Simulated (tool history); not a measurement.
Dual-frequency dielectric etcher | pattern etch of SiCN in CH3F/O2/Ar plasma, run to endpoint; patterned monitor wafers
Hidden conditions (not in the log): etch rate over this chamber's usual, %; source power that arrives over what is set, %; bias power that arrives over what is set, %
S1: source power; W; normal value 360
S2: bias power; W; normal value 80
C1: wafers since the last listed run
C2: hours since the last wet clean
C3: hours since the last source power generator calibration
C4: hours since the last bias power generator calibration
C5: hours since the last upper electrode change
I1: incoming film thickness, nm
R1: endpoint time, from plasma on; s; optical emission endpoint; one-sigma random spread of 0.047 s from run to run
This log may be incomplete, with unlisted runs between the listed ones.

run    hour   S1   S2    C1     C2      C3      C4      C5    I1    R1
  1     0.0  330   74     0  429.3  3765.1  2737.3  4768.8  5.69  17.1
  2    55.4  330   74   770  484.7  3820.5  2792.7  4824.2  5.75  17.4
  3   119.9  330   74   897  549.2  3885.0  2857.2  4888.7  5.71  17.2
  4   146.6  360   80   371  575.9  3911.7  2883.9  4915.4  5.73  16.3
  5   186.0  330   80   548  615.3  3951.1  2923.3  4954.8  5.76  16.9
      228.9  -- wet clean of the chamber
  6   229.4  360   80   269    0.5  3994.5  2966.7  4998.2  5.65  15.8
      394.4  -- source power generator calibrated
  7   406.1  360   80  2403  177.2    11.7  3143.4  5174.9  5.70  16.2
  8   474.4  360   80   950  245.5    80.0  3211.7  5243.2  5.73  16.2
  9   507.6  360   80   462  278.7   113.2  3244.9  5276.4  5.74  16.3
      525.2  -- bias power generator calibrated
 10   639.0  360   80  1772  410.1   244.6   113.8  5407.8  5.73  16.0
      681.9  -- upper electrode replaced
 11   682.4  410   80   269  453.5   288.0   157.2     0.5  5.69  15.1
 12   740.8  410   80   812  511.9   346.4   215.6    58.9  5.74  15.2
      799.3  -- wet clean of the chamber
 13   799.8  410   80   487    0.5   405.4   274.6   117.9  5.64  14.9
 14   847.1  400   90   658   47.8   452.7   321.9   165.2  5.72  14.5
 15   884.3  400   90   517   85.0   489.9   359.1   202.4  5.71  14.5
 16   925.3  380   93   570  126.0   530.9   400.1   243.4  5.78  14.9
 17   986.2  290   80   847  186.9   591.8   461.0   304.3  5.74  17.2
 18  1029.3  430  100   599  230.0   634.9   504.1   347.4  5.74  13.7
 19  1075.4  420   88   641  276.1   681.0   550.2   393.5  5.68  14.5
 20  1141.2  330   93   915  341.9   746.8   616.0   459.3  5.65  15.5
 21  1185.2  360   80   612  385.9   790.8   660.0   503.3  5.70  15.9
 22  1230.6  410   99   631  431.3   836.2   705.4   548.7  5.72  14.1
 23  1300.0  410   73   965  500.7   905.6   774.8   618.1  5.63  15.5

For run 24, what comes out?
 24  1358.5  330  74  814  559.2  964.1  833.3  676.6  5.74   ?

{"run 24": {"R1": 17.2}}
With the hidden condition absent and the run-to-run variation left alone, this run would have shown R1 16.8 s.
